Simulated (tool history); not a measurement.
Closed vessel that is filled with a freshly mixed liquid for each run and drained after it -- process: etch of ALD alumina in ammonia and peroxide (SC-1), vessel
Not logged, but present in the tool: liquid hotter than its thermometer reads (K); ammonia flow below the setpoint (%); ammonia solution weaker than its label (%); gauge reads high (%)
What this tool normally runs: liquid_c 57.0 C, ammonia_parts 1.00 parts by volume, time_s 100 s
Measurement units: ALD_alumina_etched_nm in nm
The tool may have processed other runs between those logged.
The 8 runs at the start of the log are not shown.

| run | hour | liquid_c | ammonia_parts | time_s | wafers since the last listed run | hours since the thermometer was replaced | hours since the ammonia flow meter was replaced | hours since the drum of ammonia solution was connected | hours since the gauge calibration | read-back film thickness of the ALD alumina reference wafer, read on the same gauge (nm) | ALD_alumina_etched_nm |
|---|---|---|---|---|---|---|---|---|---|---|---|
| 9 | 675.8 | 57.0 | 1.20 | 140 | 10942 | 2334.9 | 629.3 | 590.7 | 2362.6 | 113.03 | 9.42 |
| 10 | 712.9 | 57.0 | 1.20 | 80 | 4309 | 2372.0 | 666.4 | 627.8 | 2399.7 | 112.90 | 5.27 |
|  | 792.3 | new drum of ammonia solution connected |
| 11 | 798.0 | 47.5 | 1.00 | 60 | 9769 | 2457.1 | 751.5 | 5.7 | 2484.8 | 112.66 | 2.34 |
|  | 799.6 | ammonia flow meter replaced |
| 12 | 879.9 | 64.0 | 1.00 | 115 | 9397 | 2539.0 | 80.3 | 87.6 | 2566.7 | 112.40 | 10.75 |
| 13 | 950.2 | 64.5 | 0.70 | 80 | 8166 | 2609.3 | 150.6 | 157.9 | 2637.0 | 112.24 | 7.38 |
|  | 1034.5 | thermometer replaced |
| 14 | 1051.5 | 50.0 | 1.00 | 100 | 11651 | 17.0 | 251.9 | 259.2 | 2738.3 | 111.92 | 4.48 |
| 15 | 1152.7 | 57.0 | 0.60 | 55 | 11756 | 118.2 | 353.1 | 360.4 | 2839.5 | 111.63 | 3.40 |
| 16 | 1196.7 | 62.0 | 0.75 | 150 | 5111 | 162.2 | 397.1 | 404.4 | 2883.5 | 111.49 | 12.35 |
|  | 1245.0 | gauge calibrated |
| 17 | 1294.0 | 65.0 | 0.65 | 150 | 11303 | 259.5 | 494.4 | 501.7 | 49.0 | 119.56 | 15.06 |

What will run 18 give?
| 18 | 1350.0 | 57.0 | 1.00 | 50 | 6505 | 315.5 | 550.4 | 557.7 | 105.0 | ? | ? |

{"run 18": {"read-back film thickness of the ALD alumina reference wafer, read on the same gauge (nm)": 119.39, "ALD_alumina_etched_nm": 3.47}}
Had the tool carried no hidden state, the very same run would have given ALD_alumina_etched_nm 3.49 nm.
